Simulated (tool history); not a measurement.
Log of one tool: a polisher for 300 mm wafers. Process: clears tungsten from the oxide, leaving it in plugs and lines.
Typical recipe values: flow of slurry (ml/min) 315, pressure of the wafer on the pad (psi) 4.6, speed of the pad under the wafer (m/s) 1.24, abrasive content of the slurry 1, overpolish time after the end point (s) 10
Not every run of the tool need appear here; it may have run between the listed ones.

run,hour,flow of slurry (ml/min),pressure of the wafer on the pad (psi),speed of the pad under the wafer (m/s),abrasive content of the slurry,overpolish time after the end point (s),wafers since the last listed run,wafers polished on this pad,hours since the slurry nozzle was cleaned,hours since the head pressure was calibrated,hours since the slurry blender was calibrated,hours since the slurry got fresh peroxide,"incoming thickness of the incoming film, nm",time until the end point was called (s)
1,0,315,4.6,1.24,1,10,0,547,95.8,374.1,195.5,177.4,378.3,44.7
# hour 15.1: slurry blender recalibrated
# hour 17: slurry tank refilled with fresh slurry and peroxide
2,50.8,315,4.6,1.24,1,10,600,1147,146.6,424.9,35.7,33.8,380.9,44.1
3,113.3,315,4.6,1.24,1,10,785,1933,209.1,487.4,98.2,96.3,380.4,45
4,168.2,315,4.6,1.24,1,10,689,2623,264,542.3,153.1,151.2,375.4,44.2
# hour 194.1: worn pad replaced by a new one
# hour 196.2: slurry nozzle cleaned
5,200,315,4.6,1.24,1,10,336,61,3.8,574.1,184.9,183,376.5,45.2
# hour 215.8: slurry blender recalibrated
# hour 231.5: slurry tank refilled with fresh slurry and peroxide
6,260.6,315,4.6,1.24,1,10,723,785,64.4,634.7,44.8,29.1,377.3,46.8
7,297,315,4.6,1.24,1,10,457,1242,100.8,671.1,81.2,65.5,379.1,47.1
# hour 385.6: slurry blender recalibrated, repeated, since the last time left the tool worse
8,395.7,315,4.6,1.24,1,10,1215,2457,199.5,769.8,10.1,164.2,378.9,44
# hour 422.5: worn pad replaced by a new one
# hour 440: slurry tank refilled with fresh slurry and peroxide
# hour 459.5: slurry nozzle cleaned
9,462.8,315,4.6,1.24,1,10,767,480,3.3,836.9,77.2,22.8,388,45.5
10,532.4,315,4.6,1.24,1,11,874,1355,72.9,906.5,146.8,92.4,375.3,44.7
11,559,315,4.6,1.24,1,11,334,1689,99.5,933.1,173.4,119,376.3,44.5
12,594.5,315,4.6,1.24,1,10,446,2135,135,968.6,208.9,154.5,377.8,45.2
# hour 612.9: slurry blender recalibrated
13,621.6,315,4.6,1.04,1,10,315,2451,162.1,995.7,8.7,181.6,384.3,50.9
# hour 644.8: worn pad replaced by a new one
# hour 673.3: head pressure recalibrated
# hour 692.4: slurry tank refilled with fresh slurry and peroxide
14,692.9,255,4.6,1.24,1,10,808,567,233.4,19.6,80,0.5,377,44.9
# hour 732.9: slurry nozzle cleaned
15,745.1,315,4.6,1.24,1,10,643,1210,12.2,71.8,132.2,52.7,384.1,45.3
16,784.7,380,4.6,1.54,1,10,497,1708,51.8,111.4,171.8,92.3,381.8,37.5
# hour 803.3: slurry blender recalibrated
17,832.7,315,4.6,1.24,1,10,578,2286,99.8,159.4,29.4,140.3,381.7,44.9
# hour 865.6: worn pad replaced by a new one
18,866.1,315,4.6,1.24,1,10,369,6,133.2,192.8,62.8,173.7,378.5,44.4
# hour 882.9: slurry tank refilled with fresh slurry and peroxide
19,911.3,255,4.6,0.98,1.15,8,555,561,178.4,238,108,28.4,385.3,52.5
20,947,350,4.6,1.24,0.8,10,448,1010,214.1,273.7,143.7,64.1,381.8,47.3
21,1006.4,390,4.6,1,0.9,15,746,1756,273.5,333.1,203.1,123.5,381.1,54.5
# hour 1014.5: slurry blender recalibrated
# hour 1029.9: slurry nozzle cleaned
22,1041.8,315,4.6,1.24,1,10,407,2163,11.9,368.5,27.3,158.9,378,43.9
23,1075.1,235,3.6,1.24,0.75,10,418,2582,45.2,401.8,60.6,192.2,381.1,60.5
# hour 1085.9: worn pad replaced by a new one
# hour 1096.1: slurry tank refilled with fresh slurry and peroxide
24,1108.7,315,5.1,1.02,0.85,13,359,273,78.8,435.4,94.2,12.6,383.4,47.7

Hidden state at the last listed run before each entry between runs and at the first one after, where it differs:
In the gap between runs 1 and 2: slurry blender recalibrated (hour 15.1); slurry tank refilled with fresh slurry and peroxide (hour 17)
  abrasive missing from the slurry, %: 17.4 -> 2.51
  the result without the hidden state subtracted from the measured one, time until the end point was called (s): +1.3 -> +0.2
In the gap between runs 4 and 5: worn pad replaced by a new one (hour 194.1); slurry nozzle cleaned (hour 196.2)
  abrasive missing from the slurry, %: 12.3 -> 17
  the result without the hidden state subtracted from the measured one, time until the end point was called (s): +0.9 -> +1.3
In the gap between runs 5 and 6: slurry blender recalibrated (hour 215.8); slurry tank refilled with fresh slurry and peroxide (hour 231.5)
  abrasive missing from the slurry, %: 17 -> 34.5
  the result without the hidden state subtracted from the measured one, time until the end point was called (s): +1.3 -> +3
In the gap between runs 7 and 8: slurry blender recalibrated, repeated, since the last time left the tool worse (hour 385.6)
  abrasive missing from the slurry, %: 36.5 -> 2.58
  the result without the hidden state subtracted from the measured one, time until the end point was called (s): +3.2 -> +0.2
In the gap between runs 8 and 9: worn pad replaced by a new one (hour 422.5); slurry tank refilled with fresh slurry and peroxide (hour 440); slurry nozzle cleaned (hour 459.5)
  abrasive missing from the slurry, %: 2.58 -> 5.16
  the result without the hidden state subtracted from the measured one, time until the end point was called (s): +0.2 -> +0.4
In the gap between runs 12 and 13: slurry blender recalibrated (hour 612.9)
  abrasive missing from the slurry, %: 21.7 -> 2.18
  the result without the hidden state subtracted from the measured one, time until the end point was called (s): +1.8 -> +0.2
In the gap between runs 13 and 14: worn pad replaced by a new one (hour 644.8); head pressure recalibrated (hour 673.3); slurry tank refilled with fresh slurry and peroxide (hour 692.4)
  abrasive missing from the slurry, %: 2.18 -> 4.96
  the result without the hidden state subtracted from the measured one, time until the end point was called (s): +0.2 -> +0.4
In the gap between runs 14 and 15: slurry nozzle cleaned (hour 732.9)
  abrasive missing from the slurry, %: 4.96 -> 9.83
  the result without the hidden state subtracted from the measured one, time until the end point was called (s): +0.4 -> +0.8
In the gap between runs 16 and 17: slurry blender recalibrated (hour 803.3)
  abrasive missing from the slurry, %: 15.1 -> 0.402
  the result without the hidden state subtracted from the measured one, time until the end point was called (s): +1 -> +0
In the gap between runs 17 and 18: worn pad replaced by a new one (hour 865.6)
  abrasive missing from the slurry, %: 0.402 -> 1.76
  the result without the hidden state subtracted from the measured one, time until the end point was called (s): +0 -> +0.2
In the gap between runs 18 and 19: slurry tank refilled with fresh slurry and peroxide (hour 882.9)
  abrasive missing from the slurry, %: 1.76 -> 5.15
  the result without the hidden state subtracted from the measured one, time until the end point was called (s): +0.2 -> +0.4
In the gap between runs 21 and 22: slurry blender recalibrated (hour 1014.5); slurry nozzle cleaned (hour 1029.9)
  abrasive missing from the slurry, %: 18.2 -> 1.43
  the result without the hidden state subtracted from the measured one, time until the end point was called (s): +1.8 -> +0.1
In the gap between runs 23 and 24: worn pad replaced by a new one (hour 1085.9); slurry tank refilled with fresh slurry and peroxide (hour 1096.1)
  abrasive missing from the slurry, %: 2.72 -> 5.01
  the result without the hidden state subtracted from the measured one, time until the end point was called (s): +0.3 -> +0.4

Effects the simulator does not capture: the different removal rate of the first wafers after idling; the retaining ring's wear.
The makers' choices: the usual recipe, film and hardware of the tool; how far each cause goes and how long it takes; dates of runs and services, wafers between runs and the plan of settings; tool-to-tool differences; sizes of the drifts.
